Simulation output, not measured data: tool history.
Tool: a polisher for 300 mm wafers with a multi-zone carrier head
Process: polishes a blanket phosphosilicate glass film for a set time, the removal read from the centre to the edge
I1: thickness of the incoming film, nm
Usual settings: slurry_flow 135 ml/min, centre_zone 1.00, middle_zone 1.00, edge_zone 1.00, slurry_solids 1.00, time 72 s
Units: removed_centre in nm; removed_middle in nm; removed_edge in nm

{"run": 1, "hour": 0.0, "slurry_flow": 135, "centre_zone": 1.0, "middle_zone": 1.0, "edge_zone": 1.0, "slurry_solids": 1.0, "time": 72, "I1": 4527.1, "removed_centre": 479.6, "removed_middle": 517.4, "removed_edge": 512.4}
{"hour": 8.7, "done": "worn pad replaced by a new one"}
{"run": 2, "hour": 11.9, "slurry_flow": 135, "centre_zone": 1.0, "middle_zone": 1.0, "edge_zone": 1.0, "slurry_solids": 1.0, "time": 72, "I1": 4582.4, "removed_centre": 476.5, "removed_middle": 511.7, "removed_edge": 520.7}
{"run": 3, "hour": 23.5, "slurry_flow": 135, "centre_zone": 1.0, "middle_zone": 0.93, "edge_zone": 1.0, "slurry_solids": 1.0, "time": 72, "I1": 4546.6, "removed_centre": 469.9, "removed_middle": 481.6, "removed_edge": 509.7}
{"run": 4, "hour": 39.9, "slurry_flow": 135, "centre_zone": 1.0, "middle_zone": 0.93, "edge_zone": 1.0, "slurry_solids": 1.0, "time": 72, "I1": 4587.6, "removed_centre": 479.9, "removed_middle": 490.2, "removed_edge": 513.0}
{"run": 5, "hour": 55.8, "slurry_flow": 135, "centre_zone": 1.0, "middle_zone": 0.93, "edge_zone": 1.0, "slurry_solids": 1.0, "time": 72, "I1": 4483.0, "removed_centre": 457.9, "removed_middle": 490.0, "removed_edge": 515.5}
{"run": 6, "hour": 69.7, "slurry_flow": 135, "centre_zone": 1.0, "middle_zone": 1.0, "edge_zone": 1.0, "slurry_solids": 1.0, "time": 72, "I1": 4525.6, "removed_centre": 464.5, "removed_middle": 507.8, "removed_edge": 514.8}
{"run": 7, "hour": 79.5, "slurry_flow": 135, "centre_zone": 1.0, "middle_zone": 1.0, "edge_zone": 1.0, "slurry_solids": 1.0, "time": 72, "I1": 4572.3, "removed_centre": 465.1, "removed_middle": 511.9, "removed_edge": 509.4}
{"hour": 84.7, "done": "worn pad replaced by a new one"}
{"run": 8, "hour": 89.7, "slurry_flow": 135, "centre_zone": 1.0, "middle_zone": 1.0, "edge_zone": 1.0, "slurry_solids": 1.0, "time": 72, "I1": 4504.3, "removed_centre": 452.9, "removed_middle": 510.9, "removed_edge": 522.0}
{"hour": 93.3, "done": "centre zone pressure recalibrated"}
{"hour": 98.1, "done": "edge zone pressure recalibrated"}
{"hour": 103.3, "done": "carrier head's membrane replaced by a new one"}
{"run": 9, "hour": 105.6, "slurry_flow": 135, "centre_zone": 1.0, "middle_zone": 1.0, "edge_zone": 1.0, "slurry_solids": 1.0, "time": 72, "I1": 4548.4, "removed_centre": 516.6, "removed_middle": 518.3, "removed_edge": 510.8}
{"hour": 107.2, "done": "slurry nozzle cleaned"}
{"run": 10, "hour": 113.2, "slurry_flow": 135, "centre_zone": 1.0, "middle_zone": 1.0, "edge_zone": 1.0, "slurry_solids": 1.0, "time": 72, "I1": 4500.1, "removed_centre": 506.1, "removed_middle": 511.3, "removed_edge": 516.5}
{"run": 11, "hour": 129.9, "slurry_flow": 135, "centre_zone": 1.09, "middle_zone": 1.0, "edge_zone": 0.93, "slurry_solids": 1.0, "time": 72, "I1": 4521.8, "removed_centre": 561.7, "removed_middle": 509.7, "removed_edge": 498.8}
{"run": 12, "hour": 141.8, "slurry_flow": 135, "centre_zone": 1.0, "middle_zone": 1.0, "edge_zone": 1.0, "slurry_solids": 1.0, "time": 72, "I1": 4500.0, "removed_centre": 513.3, "removed_middle": 516.9, "removed_edge": 503.5}
{"run": 13, "hour": 158.6, "slurry_flow": 180, "centre_zone": 0.93, "middle_zone": 1.0, "edge_zone": 1.0, "slurry_solids": 1.25, "time": 72, "I1": 4572.5, "removed_centre": 586.1, "removed_middle": 615.2, "removed_edge": 614.2}
{"hour": 175.4, "done": "worn pad replaced by a new one"}
{"run": 14, "hour": 175.9, "slurry_flow": 125, "centre_zone": 1.0, "middle_zone": 1.11, "edge_zone": 1.0, "slurry_solids": 1.0, "time": 55, "I1": 4531.0, "removed_centre": 389.8, "removed_middle": 412.0, "removed_edge": 389.7}
{"run": 15, "hour": 185.6, "slurry_flow": 135, "centre_zone": 1.0, "middle_zone": 1.0, "edge_zone": 1.0, "slurry_solids": 1.0, "time": 72, "I1": 4555.9, "removed_centre": 511.7, "removed_middle": 526.3, "removed_edge": 512.6}
{"run": 16, "hour": 196.3, "slurry_flow": 150, "centre_zone": 0.91, "middle_zone": 1.0, "edge_zone": 1.0, "slurry_solids": 1.0, "time": 79, "I1": 4547.2, "removed_centre": 521.2, "removed_middle": 575.3, "removed_edge": 581.2}
{"run": 17, "hour": 204.8, "slurry_flow": 135, "centre_zone": 1.0, "middle_zone": 1.0, "edge_zone": 1.0, "slurry_solids": 1.0, "time": 59, "I1": 4529.1, "removed_centre": 414.4, "removed_middle": 423.6, "removed_edge": 423.7}
{"run": 18, "hour": 212.3, "slurry_flow": 135, "centre_zone": 1.0, "middle_zone": 1.0, "edge_zone": 1.09, "slurry_solids": 0.9, "time": 54, "I1": 4465.3, "removed_centre": 353.6, "removed_middle": 356.5, "removed_edge": 376.7}
{"run": 19, "hour": 220.5, "slurry_flow": 135, "centre_zone": 1.0, "middle_zone": 1.0, "edge_zone": 1.06, "slurry_solids": 1.2, "time": 72, "I1": 4575.0, "removed_centre": 558.0, "removed_middle": 571.3, "removed_edge": 581.1}

5 ways to go on from here, each from the tool as it stands after run 19. What would each give?
{"run": "A", "hour": 220.9, "slurry_flow": 135, "centre_zone": 1.0, "middle_zone": 1.0, "edge_zone": 1.0, "slurry_solids": 1.0, "time": 72, "I1": 4576.6, "removed_centre": "?", "removed_middle": "?", "removed_edge": "?"}
{"run": "B", "hour": 220.9, "slurry_flow": 135, "centre_zone": 1.1, "middle_zone": 0.93, "edge_zone": 1.0, "slurry_solids": 1.0, "time": 72, "I1": 4576.6, "removed_centre": "?", "removed_middle": "?", "removed_edge": "?"}
{"run": "C", "hour": 220.9, "slurry_flow": 135, "centre_zone": 1.0, "middle_zone": 1.0, "edge_zone": 1.0, "slurry_solids": 1.3, "time": 72, "I1": 4576.6, "removed_centre": "?", "removed_middle": "?", "removed_edge": "?"}
{"run": "D", "hour": 220.9, "slurry_flow": 135, "centre_zone": 1.0, "middle_zone": 1.0, "edge_zone": 1.0, "slurry_solids": 1.1, "time": 72, "I1": 4576.6, "removed_centre": "?", "removed_middle": "?", "removed_edge": "?"}
{"run": "E", "hour": 220.9, "slurry_flow": 135, "centre_zone": 0.93, "middle_zone": 1.07, "edge_zone": 1.1, "slurry_solids": 1.0, "time": 72, "I1": 4576.6, "removed_centre": "?", "removed_middle": "?", "removed_edge": "?"}

run=A removed_centre=498.9 removed_middle=501.1 removed_edge=509.9
run=B removed_centre=548.8 removed_middle=473.2 removed_edge=510.3
run=C removed_centre=576.8 removed_middle=579.4 removed_edge=589.5
run=D removed_centre=528.6 removed_middle=531.0 removed_edge=540.2
run=E removed_centre=463.9 removed_middle=529.0 removed_edge=534.0
Without the tool's hidden state the same runs would have given:
run=A removed_centre=492.9 removed_middle=501.2 removed_edge=509.9
run=B removed_centre=542.4 removed_middle=473.2 removed_edge=510.3
run=C removed_centre=569.9 removed_middle=579.4 removed_edge=589.5
run=D removed_centre=522.3 removed_middle=531.0 removed_edge=540.2
run=E removed_centre=458.4 removed_middle=529.0 removed_edge=534.0
